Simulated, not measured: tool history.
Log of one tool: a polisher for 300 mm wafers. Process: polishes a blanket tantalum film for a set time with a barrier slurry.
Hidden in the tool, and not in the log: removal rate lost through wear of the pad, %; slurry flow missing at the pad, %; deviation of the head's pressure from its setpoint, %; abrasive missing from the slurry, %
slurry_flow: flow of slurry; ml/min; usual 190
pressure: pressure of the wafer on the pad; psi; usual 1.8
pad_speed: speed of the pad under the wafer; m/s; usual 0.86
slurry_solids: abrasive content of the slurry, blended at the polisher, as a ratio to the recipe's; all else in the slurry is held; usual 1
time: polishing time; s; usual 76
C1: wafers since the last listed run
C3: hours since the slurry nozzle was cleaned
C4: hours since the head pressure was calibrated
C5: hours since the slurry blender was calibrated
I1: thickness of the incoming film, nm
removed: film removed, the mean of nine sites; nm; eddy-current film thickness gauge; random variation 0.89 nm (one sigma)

run 1 day=0 | slurry_flow=190 pressure=1.8 pad_speed=0.86 slurry_solids=1 time=76 | C1=0 wafers_polished_on_this_pad=2501 C3=173.3 C4=281.1 C5=97.6 | I1=388.8 | removed=93.2
run 2 day=2.125 | slurry_flow=190 pressure=1.8 pad_speed=0.86 slurry_solids=0.8 time=76 | C1=601 wafers_polished_on_this_pad=3102 C3=224.3 C4=332.1 C5=148.6 | I1=390.1 | removed=88.1
run 3 day=4.208 | slurry_flow=190 pressure=1.8 pad_speed=0.86 slurry_solids=1 time=76 | C1=589 wafers_polished_on_this_pad=3692 C3=274.3 C4=382.1 C5=198.6 | I1=393.3 | removed=92.6
run 4 day=11.321 | slurry_flow=190 pressure=1.8 pad_speed=0.86 slurry_solids=1 time=76 | C1=2013 wafers_polished_on_this_pad=5706 C3=445 C4=552.8 C5=369.3 | I1=383.2 | removed=91.6
run 5 day=15.783 | slurry_flow=190 pressure=1.8 pad_speed=0.86 slurry_solids=1 time=76 | C1=1263 wafers_polished_on_this_pad=6970 C3=552.1 C4=659.9 C5=476.4 | I1=386.9 | removed=90.3
run 6 day=18.354 | slurry_flow=190 pressure=1.8 pad_speed=0.86 slurry_solids=1 time=76 | C1=727 wafers_polished_on_this_pad=7698 C3=613.8 C4=721.6 C5=538.1 | I1=388.9 | removed=86.2
-- day=18.933 slurry nozzle cleaned
run 7 day=20.262 | slurry_flow=140 pressure=1.8 pad_speed=0.86 slurry_solids=1 time=54 | C1=528 wafers_polished_on_this_pad=8226 C3=31.9 C4=767.4 C5=583.9 | I1=390.1 | removed=62.4
-- day=20.646 worn pad replaced by a new one
run 8 day=24.296 | slurry_flow=240 pressure=1.8 pad_speed=0.86 slurry_solids=1 time=76 | C1=1094 wafers_polished_on_this_pad=1033 C3=128.7 C4=864.2 C5=680.7 | I1=395.6 | removed=99.5
-- day=25.279 slurry blender recalibrated
run 9 day=28.783 | slurry_flow=190 pressure=1.7 pad_speed=0.86 slurry_solids=1 time=88 | C1=1247 wafers_polished_on_this_pad=2280 C3=236.4 C4=971.9 C5=84.1 | I1=397.8 | removed=106.6
run 10 day=30.708 | slurry_flow=230 pressure=2.3 pad_speed=0.86 slurry_solids=1 time=65 | C1=545 wafers_polished_on_this_pad=2825 C3=282.6 C4=1018.1 C5=130.3 | I1=387.8 | removed=97.6
run 11 day=33.725 | slurry_flow=190 pressure=1.8 pad_speed=0.86 slurry_solids=1 time=76 | C1=854 wafers_polished_on_this_pad=3679 C3=355 C4=1090.5 C5=202.7 | I1=388.6 | removed=94
run 12 day=37.946 | slurry_flow=190 pressure=1.8 pad_speed=0.86 slurry_solids=1 time=76 | C1=1195 wafers_polished_on_this_pad=4874 C3=456.3 C4=1191.8 C5=304 | I1=389.4 | removed=92.2
run 13 day=39.862 | slurry_flow=190 pressure=2.1 pad_speed=0.98 slurry_solids=1.3 time=76 | C1=542 wafers_polished_on_this_pad=5417 C3=502.3 C4=1237.8 C5=350 | I1=392.4 | removed=123.6
run 14 day=41.404 | slurry_flow=230 pressure=2.3 pad_speed=0.86 slurry_solids=1 time=65 | C1=436 wafers_polished_on_this_pad=5854 C3=539.3 C4=1274.8 C5=387 | I1=391.6 | removed=95.1
run 15 day=43.396 | slurry_flow=190 pressure=2.1 pad_speed=0.98 slurry_solids=1.3 time=92 | C1=563 wafers_polished_on_this_pad=6418 C3=587.1 C4=1322.6 C5=434.8 | I1=397.2 | removed=150.1
run 16 day=46 | slurry_flow=160 pressure=1.5 pad_speed=0.86 slurry_solids=0.85 time=54 | C1=737 wafers_polished_on_this_pad=7155 C3=649.6 C4=1385.1 C5=497.3 | I1=393.3 | removed=52.2
-- day=47.038 slurry nozzle cleaned
-- day=48.279 worn pad replaced by a new one
run 17 day=49.5 | slurry_flow=190 pressure=1.8 pad_speed=0.86 slurry_solids=1 time=76 | C1=932 wafers_polished_on_this_pad=345 C3=59.1 C4=1469.1 C5=581.3 | I1=398.5 | removed=98.2
-- day=50.538 head pressure recalibrated
-- day=51.962 slurry blender recalibrated
run 18 day=53.038 | slurry_flow=190 pressure=1.8 pad_speed=0.86 slurry_solids=1.15 time=90 | C1=954 wafers_polished_on_this_pad=1300 C3=144 C4=60 C5=25.8 | I1=388.5 | removed=117.3
run 19 day=55.579 | slurry_flow=145 pressure=2.2 pad_speed=0.86 slurry_solids=1.15 time=102 | C1=719 wafers_polished_on_this_pad=2019 C3=205 C4=121 C5=86.8 | I1=389.9 | removed=144.2
run 20 day=68.162 | slurry_flow=210 pressure=1.5 pad_speed=0.86 slurry_solids=0.85 time=94 | C1=3563 wafers_polished_on_this_pad=5583 C3=507 C4=423 C5=388.8 | I1=384.1 | removed=96.7
run 21 day=71.433 | slurry_flow=190 pressure=1.8 pad_speed=0.86 slurry_solids=1 time=76 | C1=926 wafers_polished_on_this_pad=6509 C3=585.5 C4=501.5 C5=467.3 | I1=391.1 | removed=89
run 22 day=75.442 | slurry_flow=190 pressure=1.5 pad_speed=0.86 slurry_solids=1.15 time=61 | C1=1135 wafers_polished_on_this_pad=7644 C3=681.7 C4=597.7 C5=563.5 | I1=393.3 | removed=65.8
run 23 day=77 | slurry_flow=190 pressure=2.2 pad_speed=0.86 slurry_solids=1 time=89 | C1=441 wafers_polished_on_this_pad=8085 C3=719.1 C4=635.1 C5=600.9 | I1=391.9 | removed=118.7
run 24 day=79.596 | slurry_flow=190 pressure=1.5 pad_speed=0.86 slurry_solids=1.15 time=61 | C1=735 wafers_polished_on_this_pad=8820 C3=781.4 C4=697.4 C5=663.2 | I1=387.3 | removed=65.2
-- day=80.1 slurry nozzle cleaned
run 25 day=82.158 | slurry_flow=135 pressure=1.8 pad_speed=0.96 slurry_solids=1.15 time=76 | C1=713 wafers_polished_on_this_pad=9534 C3=49.4 C4=758.9 C5=724.7 | I1=387.9 | removed=98.2
-- day=82.475 worn pad replaced by a new one
run 26 day=83.921 | slurry_flow=235 pressure=2.2 pad_speed=0.86 slurry_solids=1 time=76 | C1=451 wafers_polished_on_this_pad=409 C3=91.7 C4=801.2 C5=767 | I1=388.5 | removed=114.7
-- day=86.075 slurry blender recalibrated
run 27 day=88.204 | slurry_flow=190 pressure=2.4 pad_speed=0.86 slurry_solids=1 time=97 | C1=1189 wafers_polished_on_this_pad=1598 C3=194.5 C4=904 C5=51.1 | I1=392 | removed=149.2
run 28 day=92.246 | slurry_flow=130 pressure=1.8 pad_speed=0.86 slurry_solids=0.7 time=51 | C1=1144 wafers_polished_on_this_pad=2743 C3=291.5 C4=1001 C5=148.1 | I1=384.5 | removed=53
run 29 day=95.567 | slurry_flow=190 pressure=1.8 pad_speed=0.86 slurry_solids=0.9 time=58 | C1=940 wafers_polished_on_this_pad=3683 C3=371.2 C4=1080.7 C5=227.8 | I1=390.4 | removed=68.3

Measured less the same run without the tool's hidden state. The same run-to-run variation is in both; the gauge's scatter may not be:
run=1 removed=-5.8
run=2 removed=-6.4
run=3 removed=-7.6
run=4 removed=-10.6
run=5 removed=-12.1
run=6 removed=-12.5
run=7 removed=-7.1
run=8 removed=-2.8
run=9 removed=-5.6
run=10 removed=-5.7
run=11 removed=-7.1
run=12 removed=-8.7
run=13 removed=-12.6
run=14 removed=-9.8
run=15 removed=-17.4
run=16 removed=-6.9
run=17 removed=-2.2
run=18 removed=-5
run=19 removed=-8.9
run=20 removed=-10.6
run=21 removed=-11.3
run=22 removed=-9.4
run=23 removed=-17.7
run=24 removed=-10.4
run=25 removed=-13.2
run=26 removed=-2.6
run=27 removed=-7.2
run=28 removed=-4.2
run=29 removed=-5.6
